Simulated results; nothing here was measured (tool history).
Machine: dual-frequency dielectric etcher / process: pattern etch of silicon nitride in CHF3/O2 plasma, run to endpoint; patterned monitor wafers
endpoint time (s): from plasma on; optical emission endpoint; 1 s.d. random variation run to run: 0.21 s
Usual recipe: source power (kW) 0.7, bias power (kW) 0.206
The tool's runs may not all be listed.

run,hour,source power (kW),bias power (kW),wafers since the last listed run,hours since the last wet clean,hours since the last source power generator calibration,hours since the last bias power generator calibration,hours since the last upper electrode change,"incoming incoming film thickness, nm",endpoint time (s)
1,0,0.7,0.206,0,367.6,4063.4,4747,2984,61.2,35.5
2,32,0.7,0.206,313,399.6,4095.4,4779,3016,61.7,35.8
# hour 164.6: wet clean of the chamber
3,226.9,0.74,0.231,1672,62.3,4290.3,4973.9,3210.9,61.6,32.6
4,255.9,0.74,0.231,283,91.3,4319.3,5002.9,3239.9,61.7,33.3
5,297.9,0.7,0.206,411,133.3,4361.3,5044.9,3281.9,61.8,35.2
6,322.5,0.7,0.206,240,157.9,4385.9,5069.5,3306.5,61.9,35.1
7,390,0.7,0.206,660,225.4,4453.4,5137,3374,62.2,35.5
8,458.6,0.7,0.236,671,294,4522,5205.6,3442.6,62.4,34.4
9,506.2,0.7,0.206,465,341.6,4569.6,5253.2,3490.2,61,35.4
10,565.8,0.7,0.206,583,401.2,4629.2,5312.8,3549.8,61.8,35.6
11,607.5,0.7,0.206,408,442.9,4670.9,5354.5,3591.5,61.3,35.6
12,642.3,0.66,0.218,340,477.7,4705.7,5389.3,3626.3,61.7,35.7
# hour 686.2: bias power generator calibrated
13,693.9,0.66,0.218,465,529.3,4757.3,7.7,3677.9,61.1,36
# hour 736.7: wet clean of the chamber
14,738.5,0.7,0.206,201,1.8,4801.9,52.3,3722.5,61.4,34.4
# hour 773: source power generator calibrated
15,779.7,0.7,0.255,364,43,6.7,93.5,3763.7,61.9,32.1
# hour 844.6: upper electrode replaced
16,849.2,0.7,0.206,445,112.5,76.2,163,4.6,62,35.3
17,901,0.79,0.252,506,164.3,128,214.8,56.4,61.5,31.4
18,928.3,0.82,0.246,267,191.6,155.3,242.1,83.7,61.7,31.8
19,997.4,0.87,0.23,676,260.7,224.4,311.2,152.8,60.4,31.8
20,1045.1,0.7,0.206,466,308.4,272.1,358.9,200.5,61.7,35.6
21,1069.9,0.7,0.206,242,333.2,296.9,383.7,225.3,61,35.4
22,1141.4,0.86,0.181,699,404.7,368.4,455.2,296.8,61.6,36.3
# hour 1192.5: wet clean of the chamber
23,1203.9,0.82,0.206,376,11.4,430.9,517.7,359.3,61.6,33.4
24,1245.9,0.55,0.174,411,53.4,472.9,559.7,401.3,61.1,38.6
25,1307.9,0.57,0.184,606,115.4,534.9,621.7,463.3,61.1,37.9
26,1335.3,0.86,0.223,268,142.8,562.3,649.1,490.7,61.2,32.4
27,1381.1,0.83,0.206,448,188.6,608.1,694.9,536.5,61.5,33.6
28,1415.6,0.7,0.239,337,223.1,642.6,729.4,571,61.4,32.9
29,1443.1,0.87,0.253,269,250.6,670.1,756.9,598.5,61.2,30.8
30,1482,0.7,0.248,380,289.5,709,795.8,637.4,61.8,32.9

Forecast run 31:
31,1528.1,0.7,0.206,451,335.6,755.1,841.9,683.5,61.6,?

endpoint time (s): 35.4
Without the tool's hidden state the same run would have given endpoint time (s) 34.1.
